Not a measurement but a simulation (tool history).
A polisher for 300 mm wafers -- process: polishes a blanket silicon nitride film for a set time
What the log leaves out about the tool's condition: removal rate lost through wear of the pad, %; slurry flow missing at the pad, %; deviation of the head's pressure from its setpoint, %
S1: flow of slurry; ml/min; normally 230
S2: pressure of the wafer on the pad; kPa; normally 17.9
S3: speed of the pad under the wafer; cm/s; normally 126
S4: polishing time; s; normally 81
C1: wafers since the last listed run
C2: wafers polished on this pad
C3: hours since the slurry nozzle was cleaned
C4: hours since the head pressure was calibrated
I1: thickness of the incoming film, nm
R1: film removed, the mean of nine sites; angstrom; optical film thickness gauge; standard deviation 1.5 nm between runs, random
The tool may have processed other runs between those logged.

Run 1, hour 0.0: usual settings but S1 255 ml/min; C1 0; C2 258; C3 313.4; C4 579.8; I1 682.7. Result: R1 1192 angstrom.
Run 2, hour 6.7: usual settings but S1 260 ml/min, S4 62 s; C1 51; C2 309; C3 320.1; C4 586.5; I1 684.1. Result: R1 894 angstrom.
Run 3, hour 17.0: usual settings but S1 260 ml/min, S4 62 s; C1 78; C2 388; C3 330.4; C4 596.8; I1 677.9. Result: R1 903 angstrom.
Run 4, hour 24.8: usual settings; C1 59; C2 448; C3 338.2; C4 604.6; I1 682.2. Result: R1 1130 angstrom.
Run 5, hour 38.7: usual settings but S3 96 cm/s; C1 106; C2 554; C3 352.1; C4 618.5; I1 679.9. Result: R1 912 angstrom.
Run 6, hour 52.7: usual settings but S3 96 cm/s; C1 107; C2 662; C3 366.1; C4 632.5; I1 678.3. Result: R1 897 angstrom.
Run 7, hour 69.2: usual settings but S3 116 cm/s; C1 126; C2 788; C3 382.6; C4 649.0; I1 684.9. Result: R1 1027 angstrom.
Run 8, hour 77.1: usual settings but S3 116 cm/s; C1 60; C2 849; C3 390.5; C4 656.9; I1 672.3. Result: R1 1068 angstrom.
Run 9, hour 90.2: usual settings but S2 22.1 kPa; C1 100; C2 949; C3 403.6; C4 670.0; I1 693.3. Result: R1 1353 angstrom.
Run 10, hour 103.3: usual settings but S2 22.1 kPa; C1 100; C2 1050; C3 416.7; C4 683.1; I1 670.6. Result: R1 1333 angstrom.
Run 11, hour 119.2: usual settings; C1 121; C2 1172; C3 432.6; C4 699.0; I1 681.3. Result: R1 1099 angstrom.
At hour 125.6: head pressure recalibrated.
Run 12, hour 130.7: usual settings but S2 15.2 kPa; C1 72; C2 1244; C3 444.1; C4 5.1; I1 678.6. Result: R1 954 angstrom.
Run 13, hour 139.8: usual settings but S1 305 ml/min, S2 23.4 kPa, S4 57 s; C1 69; C2 1314; C3 453.2; C4 14.2; I1 668.3. Result: R1 1018 angstrom.
Run 14, hour 147.6: usual settings but S1 205 ml/min, S2 13.8 kPa, S3 90 cm/s, S4 100 s; C1 59; C2 1374; C3 461.0; C4 22.0; I1 669.6. Result: R1 799 angstrom.
At hour 154.0: worn pad replaced by a new one.
At hour 154.1: slurry nozzle cleaned.
Run 15, hour 182.2: usual settings; C1 233; C2 215; C3 28.1; C4 56.6; I1 682.3. Result: R1 1123 angstrom.
Run 16, hour 195.6: usual settings but S1 305 ml/min, S4 105 s; C1 102; C2 318; C3 41.5; C4 70.0; I1 678.6. Result: R1 1484 angstrom.
Run 17, hour 203.9: usual settings but S3 96 cm/s; C1 63; C2 381; C3 49.8; C4 78.3; I1 683.7. Result: R1 907 angstrom.
Run 18, hour 221.1: usual settings; C1 131; C2 513; C3 67.0; C4 95.5; I1 677.1. Result: R1 1099 angstrom.
Run 19, hour 254.0: usual settings but S3 98 cm/s; C1 252; C2 766; C3 99.9; C4 128.4; I1 683.4. Result: R1 886 angstrom.
Run 20, hour 263.1: usual settings but S1 165 ml/min, S2 24.1 kPa, S3 138 cm/s, S4 69 s; C1 69; C2 835; C3 109.0; C4 137.5; I1 679.8. Result: R1 1272 angstrom.
Run 21, hour 272.3: usual settings but S3 82 cm/s; C1 70; C2 906; C3 118.2; C4 146.7; I1 687.2. Result: R1 769 angstrom.

Alternative continuations, all from the tool just after run 21; predict every row:
Run A, hour 272.8: usual settings; C1 3; C2 910; C3 118.7; C4 147.2; I1 686.5. Result: R1 ?.
Run B, hour 272.8: usual settings but S4 58 s; C1 3; C2 910; C3 118.7; C4 147.2; I1 686.5. Result: R1 ?.
Run C, hour 272.8: usual settings but S1 200 ml/min, S2 14.5 kPa, S3 168 cm/s, S4 66 s; C1 3; C2 910; C3 118.7; C4 147.2; I1 686.5. Result: R1 ?.

run    R1
  A  1084
  B   776
  C   899
With the hidden condition removed and each run's random variation left untouched, the same runs would have given:
run    R1
  A  1257
  B   900
  C  1042
